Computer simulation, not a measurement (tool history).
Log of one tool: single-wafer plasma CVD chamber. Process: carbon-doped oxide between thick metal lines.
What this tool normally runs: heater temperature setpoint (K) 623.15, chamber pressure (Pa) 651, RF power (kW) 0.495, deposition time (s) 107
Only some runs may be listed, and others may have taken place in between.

run    hour  heater temperature setpoint (K)  chamber pressure (Pa)  RF power (kW)  deposition time (s)  read-back reference wafer on the same gauge, thickness_nm  mean film thickness on the monitor wafer (nm)
  1     0.0                           623.15                    651          0.495                  107                                                    442.126                                        471.134
  2    57.2                           623.15                    651          0.495                  107                                                    442.236                                        468.822
  3    90.0                           623.15                    651          0.495                  107                                                    441.099                                        469.147
  4   120.4                           623.15                    651          0.495                  107                                                    442.409                                        470.893
  5   161.7                           623.15                    651          0.495                  107                                                    442.383                                        470.561
  6   220.2                           623.15                    651          0.495                  107                                                    441.469                                        471.970
  7   262.0                           623.15                    779          0.495                  107                                                    441.603                                        481.293
  8   312.2                           615.15                    513          0.495                  107                                                    441.794                                        466.025
  9   381.2                           613.15                    607          0.495                  107                                                    441.989                                        476.111
 10   424.1                           623.15                    592          0.495                  107                                                    442.227                                        465.847
 11   451.4                           623.15                    651          0.495                  107                                                    442.610                                        473.155
 12   489.3                           623.15                    651          0.495                  107                                                    442.114                                        473.095
 13   533.0                           613.15                    607          0.495                  107                                                    441.879                                        477.094
 14   581.0                           610.15                    651          0.495                  114                                                    441.945                                        520.186
 15   651.6                           623.15                    651          0.495                  107                                                    441.981                                        471.049
 16   696.7                           623.15                    651          0.545                  107                                                    441.061                                        504.340
 17   764.3                           619.15                    651          0.495                  107                                                    442.227                                        472.001
 18   794.8                           623.15                    699          0.530                   91                                                    442.047                                        423.426
 19   855.5                           623.15                    651          0.495                  107                                                    442.213                                        470.344
 20   884.2                           623.15                    651          0.495                  127                                                    442.360                                        557.520
 21   909.9                           627.15                    651          0.455                  107                                                    441.618                                        433.207
 22   946.6                           623.15                    747          0.585                  107                                                    441.686                                        541.285
 23  1001.8                           634.15                    651          0.495                  107                                                    443.039                                        457.955
 24  1067.9                           623.15                    651          0.495                  107                                                    442.351                                        468.234
 25  1134.2                           610.15                    651          0.585                  107                                                    441.189                                        550.161
 26  1175.4                           623.15                    651          0.495                  101                                                    442.860                                        442.821
 27  1204.9                           635.15                    603          0.455                  118                                                    442.182                                        467.857
 28  1248.6                           623.15                    651          0.585                  122                                                    442.395                                        606.099

Withheld: 6 entries from between the runs. Position of each, and hidden state at the listed run before versus the listed run after:
After run 5, before run 6: showerhead replaced (hour 207.4)
  no difference in the tool's unlogged condition between these two runs
After run 7, before run 8: RF generator calibrated (hour 274.5)
  no difference in the tool's unlogged condition between these two runs
After run 14, before run 15: gauge calibrated (hour 586.8); capacitance manometer re-zeroed and calibrated (hour 593.0)
  no difference in the tool's unlogged condition between these two runs
After run 17, before run 18: thermocouple changed; heater temperature recalibrated (hour 784.0)
  no difference in the tool's unlogged condition between these two runs
After run 26, before run 27: RF generator calibrated (hour 1190.6)
  no difference in the tool's unlogged condition between these two runs
